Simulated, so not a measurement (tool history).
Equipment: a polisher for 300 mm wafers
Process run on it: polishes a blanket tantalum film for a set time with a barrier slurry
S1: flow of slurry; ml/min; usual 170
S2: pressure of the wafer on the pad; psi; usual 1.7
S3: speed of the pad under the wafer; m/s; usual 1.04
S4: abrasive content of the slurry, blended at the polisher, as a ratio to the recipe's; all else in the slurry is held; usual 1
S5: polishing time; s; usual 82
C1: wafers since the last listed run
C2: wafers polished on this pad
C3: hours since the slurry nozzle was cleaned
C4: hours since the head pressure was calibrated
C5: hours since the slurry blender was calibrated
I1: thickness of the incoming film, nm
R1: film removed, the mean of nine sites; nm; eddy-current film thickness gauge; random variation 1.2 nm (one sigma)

run,hour,S1,S2,S3,S4,S5,C1,C2,C3,C4,C5,I1,R1
1,0,170,1.7,1.22,1,82,0,573,169.2,1131,105.6,384.6,133
2,58.9,170,1.7,1.22,1,82,450,1023,228.1,1189.9,164.5,389.1,130.2
3,103.7,170,1.7,1.22,1,82,342,1365,272.9,1234.7,209.3,384,132.1
# hour 114.4: worn pad replaced by a new one
4,169.9,170,1.7,1.04,1,82,475,423,339.1,1300.9,275.5,386.2,112.9
5,237.7,170,1.7,1.04,1,82,518,942,406.9,1368.7,343.3,384.4,113.4
# hour 304.8: worn pad replaced by a new one
# hour 322.1: slurry blender recalibrated
6,344.7,170,1.7,1.04,1,82,771,289,513.9,1475.7,22.6,397.2,113.9
# hour 351.3: head pressure recalibrated
7,406.4,170,1.7,1.04,1,82,456,746,575.6,55.1,84.3,387.7,104.3
# hour 448.5: slurry nozzle cleaned
8,455.2,140,1.7,1.4,1,82,365,1111,6.7,103.9,133.1,384.6,133
# hour 459.2: worn pad replaced by a new one
9,520.4,170,2,1.04,0.85,82,467,467,71.9,169.1,198.3,390.8,114.3
10,588.4,170,1.7,1.04,1.2,82,519,987,139.9,237.1,266.3,394.1,110.5
# hour 633.9: worn pad replaced by a new one
11,642.6,195,1.7,1.4,1,82,383,66,194.1,291.3,320.5,386,143.4
12,710.8,170,1.7,1.04,1,82,521,587,262.3,359.5,388.7,386.9,106.2
13,738.5,170,1.7,0.8,0.9,82,211,799,290,387.2,416.4,395.8,78.6
# hour 762.5: slurry blender recalibrated
# hour 778.5: worn pad replaced by a new one
14,790.5,170,1.7,0.76,0.85,82,351,91,342,439.2,28,395.5,73.2
15,827.9,170,1.7,1.04,1,82,285,377,379.4,476.6,65.4,396.7,107.6

List, for all runs, the conditions of the tool that the log does not record:
removal rate lost through wear of the pad, %: 0 across all the runs
slurry flow missing at the pad, %: 0 across all the runs
abrasive missing from the slurry, %: 0 across all the runs
H1: deviation of the head's pressure from its setpoint, %
run,H1
1,8.32
2,8.81
3,9.19
4,9.75
5,10.3
6,11.2
7,1.2
8,1.61
9,2.16
10,2.74
11,3.2
12,3.77
13,4.01
14,4.45
15,4.76

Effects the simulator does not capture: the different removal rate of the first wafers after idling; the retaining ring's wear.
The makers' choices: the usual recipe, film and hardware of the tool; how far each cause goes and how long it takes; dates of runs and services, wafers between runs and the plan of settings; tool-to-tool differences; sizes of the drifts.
